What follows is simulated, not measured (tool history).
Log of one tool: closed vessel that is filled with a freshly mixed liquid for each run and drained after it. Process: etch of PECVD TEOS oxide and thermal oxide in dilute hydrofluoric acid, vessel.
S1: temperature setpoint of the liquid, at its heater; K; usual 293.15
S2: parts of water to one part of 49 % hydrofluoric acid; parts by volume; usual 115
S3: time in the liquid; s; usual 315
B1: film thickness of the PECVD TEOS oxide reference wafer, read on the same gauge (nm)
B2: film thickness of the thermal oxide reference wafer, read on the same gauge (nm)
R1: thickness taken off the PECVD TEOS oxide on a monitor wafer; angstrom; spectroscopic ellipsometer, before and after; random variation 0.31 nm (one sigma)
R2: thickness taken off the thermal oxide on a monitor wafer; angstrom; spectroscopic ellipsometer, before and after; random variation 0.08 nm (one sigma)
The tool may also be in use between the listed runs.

Run 1, day 0.000: usual settings; B1 79.98; B2 150.02. Result: R1 374.8 angstrom, R2 127.5 angstrom.
Run 2, day 1.342: usual settings; B1 79.99; B2 150.00. Result: R1 377.9 angstrom, R2 128.4 angstrom.
Run 3, day 2.804: usual settings but S3 240 s; B1 79.96; B2 150.02. Result: R1 286.3 angstrom, R2 97.2 angstrom.
Run 4, day 3.400: usual settings but S1 295.15 K, S2 150 parts by volume; B1 79.99; B2 149.96. Result: R1 297.8 angstrom, R2 101.2 angstrom.
Run 5, day 4.592: usual settings but S1 295.65 K, S2 100 parts by volume; B1 80.00; B2 149.98. Result: R1 488.8 angstrom, R2 164.7 angstrom.
Run 6, day 5.192: usual settings but S2 165 parts by volume; B1 80.02; B2 150.03. Result: R1 246.5 angstrom, R2 83.2 angstrom.
Run 7, day 6.612: usual settings but S1 295.65 K; B1 80.00; B2 150.03. Result: R1 409.6 angstrom, R2 142.6 angstrom.
Run 8, day 7.233: usual settings but S1 296.65 K, S2 80 parts by volume, S3 205 s; B1 79.98; B2 150.00. Result: R1 411.9 angstrom, R2 142.5 angstrom.
Run 9, day 8.304: usual settings; B1 79.98; B2 150.00. Result: R1 373.6 angstrom, R2 127.0 angstrom.
Run 10, day 8.812: usual settings but S1 296.65 K, S2 165 parts by volume, S3 185 s; B1 80.00; B2 149.98. Result: R1 162.4 angstrom, R2 55.9 angstrom.
At day 10.096: thermometer replaced.
Run 11, day 12.338: usual settings but S1 295.65 K, S2 155 parts by volume; B1 79.99; B2 150.00. Result: R1 263.2 angstrom, R2 89.2 angstrom.
Run 12, day 13.500: usual settings but S2 165 parts by volume, S3 455 s; B1 79.98; B2 149.98. Result: R1 322.0 angstrom, R2 109.8 angstrom.
At day 13.888: gauge calibrated.
Run 13, day 16.504: usual settings; B1 79.99; B2 149.96. Result: R1 333.3 angstrom, R2 113.9 angstrom.
Run 14, day 17.454: usual settings but S1 290.15 K, S2 140 parts by volume, S3 385 s; B1 79.98; B2 149.99. Result: R1 293.3 angstrom, R2 99.8 angstrom.
Run 15, day 18.067: usual settings but S2 75 parts by volume; B1 80.00; B2 149.98. Result: R1 536.9 angstrom, R2 183.9 angstrom.
Run 16, day 19.562: usual settings but S2 145 parts by volume, S3 235 s; B1 80.01; B2 149.97. Result: R1 186.5 angstrom, R2 64.5 angstrom.

Forecast run 17:
Run 17, day 20.196: usual settings; B1 ?; B2 ?. Result: R1 ?, R2 ?.

{"run 17": {"B1": 79.98, "B2": 149.99, "R1": 337.5, "R2": 113.2}}
Without the tool's hidden state the same run would have given R1 351.9 angstrom, R2 118.0 angstrom.
